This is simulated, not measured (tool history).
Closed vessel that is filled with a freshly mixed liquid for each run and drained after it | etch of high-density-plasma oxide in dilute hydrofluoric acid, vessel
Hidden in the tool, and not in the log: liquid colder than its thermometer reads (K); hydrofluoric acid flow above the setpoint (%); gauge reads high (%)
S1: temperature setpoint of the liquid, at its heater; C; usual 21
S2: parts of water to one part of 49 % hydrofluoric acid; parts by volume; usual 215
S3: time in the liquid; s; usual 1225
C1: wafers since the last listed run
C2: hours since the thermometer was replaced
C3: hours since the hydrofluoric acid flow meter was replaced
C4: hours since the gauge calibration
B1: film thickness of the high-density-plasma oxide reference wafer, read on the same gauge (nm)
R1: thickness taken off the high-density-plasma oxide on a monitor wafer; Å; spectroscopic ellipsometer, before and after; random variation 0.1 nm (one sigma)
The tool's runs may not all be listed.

run,hour,S1,S2,S3,C1,C2,C3,C4,B1,R1
1,0,21,215,1025,0,2778.9,1650.4,227.2,120.01,290.2
2,40.3,18,215,755,2619,2819.2,1690.7,267.5,119.97,189.3
3,48.7,21,215,1225,545,2827.6,1699.1,275.9,119.98,346.8
4,64.4,21,155,1225,1020,2843.3,1714.8,291.6,120,509.4
5,79.4,21,155,1225,974,2858.3,1729.8,306.6,120.03,507.9
# hour 84.1: gauge calibrated
6,108.5,21,155,1225,1891,2887.4,1758.9,24.4,119.98,514
7,117.4,21,215,1735,578,2896.3,1767.8,33.3,120.04,493.6
8,124.8,21,215,1515,480,2903.7,1775.2,40.7,120.03,430.3
# hour 134.7: thermometer replaced
9,138.4,21,215,1225,818,3.7,1788.8,54.3,120,348.8
10,148.5,17,180,1780,656,13.8,1798.9,64.4,120.02,533.6
11,155,21,135,770,422,20.3,1805.4,70.9,120.02,379.1
12,169.9,21,215,1225,968,35.2,1820.3,85.8,119.96,350.5
# hour 171.6: hydrofluoric acid flow meter replaced
13,187.2,24,125,545,1059,52.5,15.6,103.1,120.01,288
14,198.2,18,215,1725,714,63.5,26.6,114.1,120.04,383.3
15,209.6,17,270,1565,740,74.9,38,125.5,120,253.5
16,216,21,215,1515,415,81.3,44.4,131.9,120,377.1
17,232,21,215,600,1039,97.3,60.4,147.9,120,149.7
18,244.6,24.5,215,700,818,109.9,73,160.5,120,199.8

5 ways to go on from here, each from the tool as it stands after run 18. What would each give?
A,245.6,21,245,1225,64,110.9,74,161.5,?,?
B,245.6,25.5,260,870,64,110.9,74,161.5,?,?
C,245.6,23,175,1575,64,110.9,74,161.5,?,?
D,245.6,25,215,1225,64,110.9,74,161.5,?,?
E,245.6,21,265,810,64,110.9,74,161.5,?,?

run,B1,R1
A,120.04,262.2
B,120.04,203.4
C,120.04,546.3
D,120.04,356.8
E,120.04,157.3
Without the tool's hidden state the same runs would have given:
run,R1
A,260.4
B,202
C,542.7
D,354.4
E,156.2

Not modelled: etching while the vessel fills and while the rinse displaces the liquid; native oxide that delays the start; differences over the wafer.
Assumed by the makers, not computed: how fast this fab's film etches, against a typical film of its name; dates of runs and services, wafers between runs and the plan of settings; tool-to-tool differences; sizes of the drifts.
